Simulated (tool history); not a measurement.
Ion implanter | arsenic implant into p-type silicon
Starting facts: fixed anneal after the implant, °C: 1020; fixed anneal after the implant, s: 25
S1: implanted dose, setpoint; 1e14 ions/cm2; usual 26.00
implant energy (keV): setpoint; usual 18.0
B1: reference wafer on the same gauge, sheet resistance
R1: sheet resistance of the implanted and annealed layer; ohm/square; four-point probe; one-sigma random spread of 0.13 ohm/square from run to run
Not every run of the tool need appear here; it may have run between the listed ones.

run 1 hour=0.0 | S1=26.00 implant_energy_(keV)=20.0 | B1=77.57 | R1=85.11
run 2 hour=33.8 | S1=26.00 implant_energy_(keV)=20.0 | B1=77.59 | R1=85.22
run 3 hour=50.1 | S1=26.00 implant_energy_(keV)=18.0 | B1=77.59 | R1=87.36
run 4 hour=79.3 | S1=26.00 implant_energy_(keV)=18.0 | B1=77.60 | R1=87.45
run 5 hour=106.1 | S1=26.00 implant_energy_(keV)=18.0 | B1=77.58 | R1=87.58
run 6 hour=146.0 | S1=26.00 implant_energy_(keV)=18.0 | B1=77.59 | R1=87.43
run 7 hour=163.7 | S1=26.00 implant_energy_(keV)=18.0 | B1=77.61 | R1=87.61
run 8 hour=197.3 | S1=26.00 implant_energy_(keV)=18.0 | B1=77.59 | R1=87.56
run 9 hour=213.2 | S1=29.80 implant_energy_(keV)=20.5 | B1=77.60 | R1=82.75
run 10 hour=231.7 | S1=29.80 implant_energy_(keV)=20.5 | B1=77.58 | R1=82.49
run 11 hour=252.5 | S1=26.00 implant_energy_(keV)=18.0 | B1=77.62 | R1=87.56
run 12 hour=267.7 | S1=26.00 implant_energy_(keV)=18.0 | B1=77.57 | R1=87.90
run 13 hour=289.9 | S1=26.00 implant_energy_(keV)=18.0 | B1=77.59 | R1=87.63
run 14 hour=306.8 | S1=26.00 implant_energy_(keV)=18.0 | B1=77.58 | R1=87.82
run 15 hour=325.1 | S1=31.90 implant_energy_(keV)=13.5 | B1=77.60 | R1=90.02
run 16 hour=345.4 | S1=18.20 implant_energy_(keV)=21.0 | B1=77.60 | R1=92.29
run 17 hour=377.3 | S1=26.00 implant_energy_(keV)=18.0 | B1=77.63 | R1=88.03
run 18 hour=402.8 | S1=26.00 implant_energy_(keV)=18.0 | B1=77.63 | R1=87.76
-- hour=432.4 Faraday cup replaced and dose calibrated
run 19 hour=432.9 | S1=32.84 implant_energy_(keV)=20.0 | B1=77.57 | R1=81.73
run 20 hour=454.5 | S1=26.00 implant_energy_(keV)=18.0 | B1=77.59 | R1=87.41
run 21 hour=471.8 | S1=26.00 implant_energy_(keV)=18.0 | B1=77.61 | R1=87.50
-- hour=491.0 gauge calibrated
-- hour=500.1 extraction supply calibrated
run 22 hour=500.6 | S1=29.71 implant_energy_(keV)=18.0 | B1=77.62 | R1=85.62
run 23 hour=533.6 | S1=19.62 implant_energy_(keV)=18.0 | B1=77.61 | R1=92.91
run 24 hour=569.0 | S1=32.32 implant_energy_(keV)=24.0 | B1=77.61 | R1=77.30
run 25 hour=582.1 | S1=22.61 implant_energy_(keV)=23.5 | B1=77.59 | R1=84.00
run 26 hour=605.8 | S1=20.30 implant_energy_(keV)=15.0 | B1=77.60 | R1=96.04
run 27 hour=620.2 | S1=26.00 implant_energy_(keV)=21.0 | B1=77.59 | R1=83.97
run 28 hour=652.3 | S1=32.51 implant_energy_(keV)=24.0 | B1=77.59 | R1=77.42
run 29 hour=667.8 | S1=19.90 implant_energy_(keV)=22.0 | B1=77.61 | R1=88.70
run 30 hour=694.6 | S1=26.00 implant_energy_(keV)=18.0 | B1=77.57 | R1=88.02
run 31 hour=710.0 | S1=22.57 implant_energy_(keV)=15.0 | B1=77.63 | R1=94.01
run 32 hour=723.0 | S1=31.78 implant_energy_(keV)=20.5 | B1=77.62 | R1=81.56
run 33 hour=751.8 | S1=26.00 implant_energy_(keV)=18.0 | B1=77.58 | R1=87.72
run 34 hour=778.6 | S1=30.62 implant_energy_(keV)=12.0 | B1=77.59 | R1=92.17
run 35 hour=795.1 | S1=21.78 implant_energy_(keV)=21.5 | B1=77.62 | R1=87.15
run 36 hour=857.4 | S1=26.00 implant_energy_(keV)=18.0 | B1=77.62 | R1=87.95

5 options for the next run, each taken on its own from the tool as it stands now. Forecast them:
run A hour=857.8 | S1=26.00 implant_energy_(keV)=18.0 | B1=? | R1=?
run B hour=857.8 | S1=22.68 implant_energy_(keV)=16.0 | B1=? | R1=?
run C hour=857.8 | S1=22.36 implant_energy_(keV)=24.0 | B1=? | R1=?
run D hour=857.8 | S1=31.17 implant_energy_(keV)=20.5 | B1=? | R1=?
run E hour=857.8 | S1=29.68 implant_energy_(keV)=21.0 | B1=? | R1=?

run=A B1=77.60 R1=87.80
run=B B1=77.60 R1=92.62
run=C B1=77.60 R1=83.99
run=D B1=77.60 R1=82.03
run=E B1=77.60 R1=82.17
Had the tool no hidden state, the same runs would have come out as:
run=A R1=87.29
run=B R1=92.04
run=C R1=83.33
run=D R1=81.59
run=E R1=81.71
